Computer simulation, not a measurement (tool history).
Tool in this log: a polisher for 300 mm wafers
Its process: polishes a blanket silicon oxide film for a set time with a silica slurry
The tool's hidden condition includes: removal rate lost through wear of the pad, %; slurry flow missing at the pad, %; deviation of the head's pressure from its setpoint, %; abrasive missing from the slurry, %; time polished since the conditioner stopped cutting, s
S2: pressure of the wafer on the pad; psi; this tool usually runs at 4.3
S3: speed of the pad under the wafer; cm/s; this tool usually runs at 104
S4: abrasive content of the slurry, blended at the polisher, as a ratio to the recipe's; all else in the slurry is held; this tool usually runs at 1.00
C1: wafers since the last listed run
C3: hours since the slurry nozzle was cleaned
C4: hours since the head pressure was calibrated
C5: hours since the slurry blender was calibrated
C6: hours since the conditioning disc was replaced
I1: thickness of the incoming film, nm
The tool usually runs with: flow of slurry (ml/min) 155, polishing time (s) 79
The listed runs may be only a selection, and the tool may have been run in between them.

Run 1, hour 0.0: usual settings but S3 116 cm/s; C1 0; wafers polished on this pad 731; C3 168.4; C4 438.9; C5 88.4; C6 402.4; I1 766.7. Result: film removed (nm) 291.9.
Run 2, hour 17.8: usual settings but S3 116 cm/s; C1 199; wafers polished on this pad 931; C3 186.2; C4 456.7; C5 106.2; C6 420.2; I1 756.8. Result: film removed (nm) 283.0.
At hour 31.2: worn pad replaced by a new one.
Run 3, hour 35.6: usual settings but S3 116 cm/s; C1 154; wafers polished on this pad 48; C3 204.0; C4 474.5; C5 124.0; C6 438.0; I1 756.4. Result: film removed (nm) 299.1.
Run 4, hour 43.7: usual settings but flow of slurry (ml/min) 110, polishing time (s) 92; C1 90; wafers polished on this pad 139; C3 212.1; C4 482.6; C5 132.1; C6 446.1; I1 747.2. Result: film removed (nm) 299.8.
Run 5, hour 60.9: usual settings but polishing time (s) 67; C1 192; wafers polished on this pad 331; C3 229.3; C4 499.8; C5 149.3; C6 463.3; I1 758.8. Result: film removed (nm) 233.9.
Run 6, hour 68.1: usual settings but polishing time (s) 67; C1 80; wafers polished on this pad 412; C3 236.5; C4 507.0; C5 156.5; C6 470.5; I1 771.4. Result: film removed (nm) 229.1.
Run 7, hour 82.9: usual settings; C1 165; wafers polished on this pad 578; C3 251.3; C4 521.8; C5 171.3; C6 485.3; I1 753.5. Result: film removed (nm) 268.9.
At hour 94.4: conditioning disc replaced and pad reconditioned.
Run 8, hour 94.9: usual settings but S2 5.2 psi, S4 1.15, polishing time (s) 64; C1 111; wafers polished on this pad 690; C3 263.3; C4 533.8; C5 183.3; C6 0.5; I1 749.3. Result: film removed (nm) 278.3.
Run 9, hour 110.8: usual settings but S4 0.75; C1 178; wafers polished on this pad 868; C3 279.2; C4 549.7; C5 199.2; C6 16.4; I1 768.1. Result: film removed (nm) 198.8.
Run 10, hour 124.0: usual settings but polishing time (s) 65; C1 147; wafers polished on this pad 1016; C3 292.4; C4 562.9; C5 212.4; C6 29.6; I1 750.1. Result: film removed (nm) 212.3.
At hour 133.1: worn pad replaced by a new one.
At hour 137.0: slurry blender recalibrated.
Run 11, hour 137.3: usual settings but S2 5.4 psi, S4 1.30, polishing time (s) 102; C1 81; wafers polished on this pad 24; C3 305.7; C4 576.2; C5 0.3; C6 42.9; I1 746.3. Result: film removed (nm) 521.1.
Run 12, hour 143.8: usual settings; C1 72; wafers polished on this pad 97; C3 312.2; C4 582.7; C5 6.8; C6 49.4; I1 762.4. Result: film removed (nm) 278.8.
Run 13, hour 156.3: usual settings; C1 139; wafers polished on this pad 237; C3 324.7; C4 595.2; C5 19.3; C6 61.9; I1 766.5. Result: film removed (nm) 280.5.
Run 14, hour 168.7: usual settings but flow of slurry (ml/min) 195, S2 2.9 psi, polishing time (s) 100; C1 138; wafers polished on this pad 376; C3 337.1; C4 607.6; C5 31.7; C6 74.3; I1 767.2. Result: film removed (nm) 267.5.
Run 15, hour 179.3: usual settings but S3 126 cm/s; C1 118; wafers polished on this pad 495; C3 347.7; C4 618.2; C5 42.3; C6 84.9; I1 745.9. Result: film removed (nm) 328.7.
Run 16, hour 190.5: usual settings but S4 0.75; C1 125; wafers polished on this pad 620; C3 358.9; C4 629.4; C5 53.5; C6 96.1; I1 756.9. Result: film removed (nm) 208.1.
At hour 195.5: slurry nozzle cleaned.
At hour 196.5: head pressure recalibrated.
Run 17, hour 204.1: usual settings but flow of slurry (ml/min) 190, S2 5.2 psi, S3 86 cm/s, polishing time (s) 64; C1 130; wafers polished on this pad 750; C3 8.6; C4 7.6; C5 67.1; C6 109.7; I1 755.7. Result: film removed (nm) 216.8.
Run 18, hour 220.5: usual settings but flow of slurry (ml/min) 130; C1 183; wafers polished on this pad 934; C3 25.0; C4 24.0; C5 83.5; C6 126.1; I1 760.6. Result: film removed (nm) 245.8.
Run 19, hour 232.2: usual settings but flow of slurry (ml/min) 185, S4 1.10; C1 130; wafers polished on this pad 1065; C3 36.7; C4 35.7; C5 95.2; C6 137.8; I1 775.4. Result: film removed (nm) 270.2.
Run 20, hour 241.5: usual settings but polishing time (s) 57; C1 104; wafers polished on this pad 1169; C3 46.0; C4 45.0; C5 104.5; C6 147.1; I1 763.9. Result: film removed (nm) 177.0.
At hour 252.9: worn pad replaced by a new one.
Run 21, hour 257.3: usual settings but S2 5.3 psi; C1 132; wafers polished on this pad 49; C3 61.8; C4 60.8; C5 120.3; C6 162.9; I1 765.4. Result: film removed (nm) 322.5.
Run 22, hour 272.8: usual settings; C1 173; wafers polished on this pad 222; C3 77.3; C4 76.3; C5 135.8; C6 178.4; I1 759.6. Result: film removed (nm) 267.5.
Run 23, hour 281.5: usual settings but S2 5.7 psi, S3 120 cm/s; C1 97; wafers polished on this pad 320; C3 86.0; C4 85.0; C5 144.5; C6 187.1; I1 761.5. Result: film removed (nm) 373.1.
Run 24, hour 297.9: usual settings but S2 4.7 psi; C1 183; wafers polished on this pad 503; C3 102.4; C4 101.4; C5 160.9; C6 203.5; I1 766.2. Result: film removed (nm) 282.5.
Run 25, hour 305.5: usual settings; C1 85; wafers polished on this pad 588; C3 110.0; C4 109.0; C5 168.5; C6 211.1; I1 757.3. Result: film removed (nm) 265.8.
Run 26, hour 322.9: usual settings but S3 88 cm/s, polishing time (s) 55; C1 194; wafers polished on this pad 783; C3 127.4; C4 126.4; C5 185.9; C6 228.5; I1 761.2. Result: film removed (nm) 159.0.

Forecast each of these 4 alternatives for the next run:
Run A, hour 323.3: usual settings; C1 4; wafers polished on this pad 788; C3 127.8; C4 126.8; C5 186.3; C6 228.9; I1 770.5. Result: film removed (nm) ?.
Run B, hour 323.3: usual settings but polishing time (s) 104; C1 4; wafers polished on this pad 788; C3 127.8; C4 126.8; C5 186.3; C6 228.9; I1 770.5. Result: film removed (nm) ?.
Run C, hour 323.3: usual settings but S2 5.7 psi, polishing time (s) 105; C1 4; wafers polished on this pad 788; C3 127.8; C4 126.8; C5 186.3; C6 228.9; I1 770.5. Result: film removed (nm) ?.
Run D, hour 323.3: usual settings but S2 5.3 psi, polishing time (s) 62; C1 4; wafers polished on this pad 788; C3 127.8; C4 126.8; C5 186.3; C6 228.9; I1 770.5. Result: film removed (nm) ?.

run  film removed (nm)
  A              258.5
  B              340.4
  C              437.9
  D              242.7
Take away the tool's hidden state, keep each run's random variation, and the runs would have read:
run  film removed (nm)
  A              264.9
  B              348.8
  C              448.8
  D              248.7
